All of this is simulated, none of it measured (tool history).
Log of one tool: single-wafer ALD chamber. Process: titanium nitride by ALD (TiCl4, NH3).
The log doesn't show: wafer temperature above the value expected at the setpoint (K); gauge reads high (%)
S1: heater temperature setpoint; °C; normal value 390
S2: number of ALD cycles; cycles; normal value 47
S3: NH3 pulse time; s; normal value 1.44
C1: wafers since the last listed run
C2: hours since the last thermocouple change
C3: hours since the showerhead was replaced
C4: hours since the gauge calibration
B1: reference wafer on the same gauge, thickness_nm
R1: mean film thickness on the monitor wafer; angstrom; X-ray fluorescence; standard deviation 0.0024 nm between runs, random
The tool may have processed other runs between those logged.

run	hour	S1	S2	S3	C1	C2	C3	C4	B1	R1
1	0	390	47	1.44	0	220.8	4714.4	1809.5	0.836	9.74
# hour 38.8: gauge calibrated
2	62.6	390	47	1.44	222	283.4	4777	23.8	0.836	9.79
3	125.4	395	47	1.79	223	346.2	4839.8	86.6	0.836	9.99
4	169.1	382	47	1.17	155	389.9	4883.5	130.3	0.836	9.46
5	253.8	382	47	1.17	300	474.6	4968.2	215	0.836	9.41
6	326.2	382	47	1.17	257	547	5040.6	287.4	0.836	9.44
7	422.7	390	47	1.44	342	643.5	5137.1	383.9	0.836	9.75
8	518.1	390	47	1.44	338	738.9	5232.5	479.3	0.836	9.73
9	610.9	390	47	1.44	329	831.7	5325.3	572.1	0.836	9.79
10	694	390	44	1.44	295	914.8	5408.4	655.2	0.836	9.16
11	778.8	390	44	1.44	301	999.6	5493.2	740	0.836	9.16
12	841.6	390	47	1.44	223	1062.4	5556	802.8	0.836	9.73
13	880.1	390	50	1.69	136	1100.9	5594.5	841.3	0.836	10.52
14	932.3	390	50	1.69	185	1153.1	5646.7	893.5	0.836	10.55
15	1156.4	390	47	1.44	795	1377.2	5870.8	1117.6	0.836	9.79
16	1235.5	390	47	1.44	280	1456.3	5949.9	1196.7	0.836	9.75
# hour 1244: thermocouple changed; heater temperature recalibrated
17	1306.3	390	47	1.03	223	62.3	6020.7	1267.5	0.836	9.41
18	1384.6	390	47	1.44	278	140.6	6099	1345.8	0.836	9.81
# hour 1505.3: gauge calibrated
19	1677.4	381	40	1.44	1039	433.4	6391.8	172.1	0.836	8.22
20	1750.7	390	47	1.44	260	506.7	6465.1	245.4	0.835	9.74
21	1807	390	44	1.44	199	563	6521.4	301.7	0.836	9.15
22	1870.7	382	43	1.19	226	626.7	6585.1	365.4	0.835	8.63
23	1925.6	379	47	1.44	194	681.6	6640	420.3	0.836	9.62
24	2025	390	47	1.44	353	781	6739.4	519.7	0.836	9.79
25	2090.4	380	54	1.08	232	846.4	6804.8	585.1	0.836	10.73
# hour 2280.2: showerhead replaced
26	2383.5	390	47	1.44	1012	1139.5	103.3	878.2	0.836	9.77
27	2484.1	402	47	1.78	357	1240.1	203.9	978.8	0.836	9.97
28	2552.8	405	44	1.93	244	1308.8	272.6	1047.5	0.835	9.41
29	2643.7	378	44	1.09	322	1399.7	363.5	1138.4	0.836	8.66
# hour 2708: thermocouple changed; heater temperature recalibrated
30	2746.4	403	50	1.44	336	38.4	466.2	1241.1	0.836	10.48
31	2792.2	385	47	1.44	162	84.2	512	1286.9	0.836	9.74
32	2871.3	378	38	1.09	280	163.3	591.1	1366	0.836	7.49
# hour 2974.8: gauge calibrated
33	3158	405	39	1.44	1018	450	877.8	183.2	0.836	8.17

What the log doesn't show, run by run:
wafer temperature above the value expected at the setpoint (K): 0 on each run
gauge reads high (%): 0 on each run
